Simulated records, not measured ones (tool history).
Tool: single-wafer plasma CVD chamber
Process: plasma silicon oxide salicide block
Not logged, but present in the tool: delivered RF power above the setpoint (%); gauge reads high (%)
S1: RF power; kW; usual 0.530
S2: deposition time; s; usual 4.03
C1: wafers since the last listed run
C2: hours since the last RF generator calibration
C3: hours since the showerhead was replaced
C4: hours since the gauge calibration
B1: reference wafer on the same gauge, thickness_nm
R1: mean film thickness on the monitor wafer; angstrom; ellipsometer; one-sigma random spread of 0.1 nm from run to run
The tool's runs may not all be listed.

run    hour     S1    S2    C1      C2      C3      C4      B1      R1
  1     0.0  0.530  4.03     0  2126.0  4235.4  1527.4  37.104  333.11
  2    65.9  0.530  4.03  2327  2191.9  4301.3  1593.3  37.109  333.75
  3   113.0  0.530  4.03  1663  2239.0  4348.4  1640.4  37.095  334.00
  4   144.5  0.530  4.03  1112  2270.5  4379.9  1671.9  37.090  333.45
  5   190.5  0.530  4.25  1624  2316.5  4425.9  1717.9  37.122  352.59
  6   235.1  0.530  4.25  1575  2361.1  4470.5  1762.5  37.103  352.55
  7   266.4  0.530  4.25  1105  2392.4  4501.8  1793.8  37.095  352.32
  8   298.3  0.575  4.03  1126  2424.3  4533.7  1825.7  37.089  342.89
  9   351.0  0.575  4.03  1861  2477.0  4586.4  1878.4  37.105  344.32
 10   409.6  0.485  4.03  2069  2535.6  4645.0  1937.0  37.099  324.20
 11   478.5  0.485  4.03  2433  2604.5  4713.9  2005.9  37.131  323.27
 12   549.5  0.530  4.03  2507  2675.5  4784.9  2076.9  37.098  334.69
      605.2  -- RF generator calibrated
 13   705.4  0.530  4.03  5223   100.2  4940.8  2232.8  37.086  328.31
      725.6  -- gauge calibrated
 14   767.7  0.530  4.03  2200   162.5  5003.1    42.1  37.089  327.43
 15   825.7  0.530  3.76  2048   220.5  5061.1   100.1  37.089  305.48
 16   858.8  0.465  4.03  1169   253.6  5094.2   133.2  37.119  313.09
      876.0  -- RF generator calibrated, repeated, since the last time left the tool worse
 17   929.4  0.465  4.03  2211    53.4  5164.8   203.8  37.089  323.77
 18   957.2  0.435  3.27   981    81.2  5192.6   231.6  37.118  256.68
 19  1028.0  0.570  4.33  2500   152.0  5263.4   302.4  37.112  373.65
 20  1096.1  0.530  4.76  2405   220.1  5331.5   370.5  37.110  400.04
 21  1136.0  0.530  4.03  1409   260.0  5371.4   410.4  37.120  339.04
 22  1191.8  0.620  4.71  1970   315.8  5427.2   466.2  37.087  417.52
 23  1228.6  0.495  4.57  1299   352.6  5464.0   503.0  37.103  372.86
     1247.6  -- showerhead replaced
 24  1296.5  0.585  4.83  2115   420.5    48.9   570.9  37.093  422.06
 25  1337.4  0.530  4.68  1444   461.4    89.8   611.8  37.126  393.19
 26  1373.9  0.495  4.72  1289   497.9   126.3   648.3  37.101  384.69
 27  1441.9  0.625  4.45  2401   565.9   194.3   716.3  37.096  393.96
 28  1496.5  0.530  4.03  1928   620.5   248.9   770.9  37.092  336.86
 29  1568.3  0.630  3.41  2536   692.3   320.7   842.7  37.110  302.26
 30  1637.4  0.445  4.65  2440   761.4   389.8   911.8  37.094  364.68
 31  1665.8  0.575  4.70  1003   789.8   418.2   940.2  37.095  403.99

Run 32 comes next. What will it give?
 32  1724.0  0.595  3.32  2055  848.0  476.4  998.4   ?   ?

Logged for run 32: B1 37.065, R1 289.12 angstrom.
The same run, on a tool lacking any hidden state, would have yielded R1 292.52 angstrom.
